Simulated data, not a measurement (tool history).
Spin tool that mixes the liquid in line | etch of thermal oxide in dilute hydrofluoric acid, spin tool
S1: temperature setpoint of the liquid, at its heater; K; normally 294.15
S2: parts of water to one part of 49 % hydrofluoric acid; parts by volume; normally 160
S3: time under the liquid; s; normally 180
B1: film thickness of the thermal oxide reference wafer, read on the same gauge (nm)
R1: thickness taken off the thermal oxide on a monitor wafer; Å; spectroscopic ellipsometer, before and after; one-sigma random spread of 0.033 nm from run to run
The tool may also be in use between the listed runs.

run   hour      S1   S2   S3       B1     R1
  1    0.0  294.15  115  110  130.001  42.72
  2   23.8  294.15  115  110  130.021  42.50
  3   36.9  294.15  160  180  129.983  48.12
  4   51.5  294.15  160  180  130.003  47.88
  5   79.2  294.15  135  180  129.995  57.85
  6  100.7  294.15  210  215  130.010  41.81
  7  116.2  294.15  210  215  130.023  41.68
  8  132.8  294.15  210  215  129.989  41.50
  9  163.3  294.15  160  180  130.007  48.75
 10  183.7  294.15  160  180  130.010  47.73
 11  207.3  294.15  160  180  130.003  48.81
 12  227.7  297.65  160  180  129.995  55.59
 13  242.6  297.65  160  180  130.025  55.05
 14  276.6  297.65  160  180  129.952  55.35
 15  291.6  290.65  160  180  130.003  42.03
     298.6  -- thermometer replaced
 16  325.0  290.65  115  180  130.012  64.49
 17  339.4  290.15  160  245  129.996  59.69
 18  374.0  299.15  160  225  129.953  78.56
     386.4  -- gauge calibrated
 19  406.1  294.15  160  180  129.997  51.57

What does the tool deliver on the next run?
 20  429.8  290.15  195  115   ?   ?

Run 20 produced B1 130.027, R1 22.53 Å.
If the tool had no hidden condition, the same run with the same run-to-run variation would have returned R1 20.13 Å.
